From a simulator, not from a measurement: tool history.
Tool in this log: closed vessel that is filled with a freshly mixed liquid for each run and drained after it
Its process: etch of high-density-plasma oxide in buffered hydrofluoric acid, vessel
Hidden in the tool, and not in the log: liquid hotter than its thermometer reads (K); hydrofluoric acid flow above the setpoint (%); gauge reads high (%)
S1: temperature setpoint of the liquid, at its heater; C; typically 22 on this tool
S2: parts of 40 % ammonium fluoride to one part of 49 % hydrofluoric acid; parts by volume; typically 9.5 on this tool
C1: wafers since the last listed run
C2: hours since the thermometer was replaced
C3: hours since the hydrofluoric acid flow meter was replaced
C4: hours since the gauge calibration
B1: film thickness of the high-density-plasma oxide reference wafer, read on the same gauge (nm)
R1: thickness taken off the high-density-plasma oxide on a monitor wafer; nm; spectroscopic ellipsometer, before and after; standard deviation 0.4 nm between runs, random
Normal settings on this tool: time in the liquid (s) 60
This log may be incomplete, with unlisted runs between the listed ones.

{"run": 1, "hour": 0.0, "S1": 18.5, "S2": 9.5, "time in the liquid (s)": 60, "C1": 0, "C2": 694.9, "C3": 1541.1, "C4": 35.9, "B1": 99.98, "R1": 69.84}
{"run": 2, "hour": 12.9, "S1": 18.5, "S2": 9.5, "time in the liquid (s)": 60, "C1": 1083, "C2": 707.8, "C3": 1554, "C4": 48.8, "B1": 99.98, "R1": 70.3}
{"run": 3, "hour": 30.2, "S1": 18.5, "S2": 9.5, "time in the liquid (s)": 60, "C1": 1453, "C2": 725.1, "C3": 1571.3, "C4": 66.1, "B1": 99.98, "R1": 70.45}
{"hour": 34.8, "done": "gauge calibrated"}
{"run": 4, "hour": 41.1, "S1": 20, "S2": 9.5, "time in the liquid (s)": 60, "C1": 915, "C2": 736, "C3": 1582.2, "C4": 6.3, "B1": 99.98, "R1": 76.08}
{"run": 5, "hour": 48.4, "S1": 22, "S2": 9.5, "time in the liquid (s)": 60, "C1": 613, "C2": 743.3, "C3": 1589.5, "C4": 13.6, "B1": 99.98, "R1": 85.64}
{"run": 6, "hour": 57.1, "S1": 22, "S2": 8, "time in the liquid (s)": 60, "C1": 730, "C2": 752, "C3": 1598.2, "C4": 22.3, "B1": 100.02, "R1": 100.83}
{"run": 7, "hour": 66.0, "S1": 22, "S2": 8, "time in the liquid (s)": 60, "C1": 747, "C2": 760.9, "C3": 1607.1, "C4": 31.2, "B1": 99.96, "R1": 100.77}
{"hour": 68.2, "done": "thermometer replaced"}
{"run": 8, "hour": 74.9, "S1": 22, "S2": 8, "time in the liquid (s)": 60, "C1": 663, "C2": 6.7, "C3": 1616, "C4": 40.1, "B1": 100.01, "R1": 88.72}
{"run": 9, "hour": 81.0, "S1": 25, "S2": 11, "time in the liquid (s)": 60, "C1": 512, "C2": 12.8, "C3": 1622.1, "C4": 46.2, "B1": 99.98, "R1": 77.36}
{"run": 10, "hour": 88.2, "S1": 20.5, "S2": 7, "time in the liquid (s)": 90, "C1": 604, "C2": 20, "C3": 1629.3, "C4": 53.4, "B1": 100.06, "R1": 140.86}
{"hour": 94.3, "done": "hydrofluoric acid flow meter replaced"}
{"run": 11, "hour": 101.1, "S1": 25.5, "S2": 9.5, "time in the liquid (s)": 50, "C1": 999, "C2": 32.9, "C3": 6.8, "C4": 66.3, "B1": 99.99, "R1": 76.75}
{"hour": 107.7, "done": "gauge calibrated"}
{"run": 12, "hour": 108.7, "S1": 22, "S2": 9.5, "time in the liquid (s)": 60, "C1": 638, "C2": 40.5, "C3": 14.4, "C4": 1, "B1": 100.03, "R1": 75.4}
{"run": 13, "hour": 116.9, "S1": 18.5, "S2": 11.5, "time in the liquid (s)": 30, "C1": 688, "C2": 48.7, "C3": 22.6, "C4": 9.2, "B1": 99.99, "R1": 26.25}
{"run": 14, "hour": 123.6, "S1": 24.5, "S2": 9.5, "time in the liquid (s)": 60, "C1": 562, "C2": 55.4, "C3": 29.3, "C4": 15.9, "B1": 99.98, "R1": 87.14}
{"run": 15, "hour": 137.7, "S1": 20, "S2": 7.5, "time in the liquid (s)": 70, "C1": 1184, "C2": 69.5, "C3": 43.4, "C4": 30, "B1": 100.03, "R1": 99.75}
{"run": 16, "hour": 150.5, "S1": 18.5, "S2": 9.5, "time in the liquid (s)": 35, "C1": 1075, "C2": 82.3, "C3": 56.2, "C4": 42.8, "B1": 100.01, "R1": 36.57}

Run 17, settings as shown, results not yet in. Your forecast:
{"run": 17, "hour": 159.4, "S1": 22, "S2": 9.5, "time in the liquid (s)": 60, "C1": 747, "C2": 91.2, "C3": 65.1, "C4": 51.7, "B1": "?", "R1": "?"}

Run 17 measured B1 100, R1 76.24 nm.
With no hidden state in the tool, this same run would have given R1 75.07 nm.
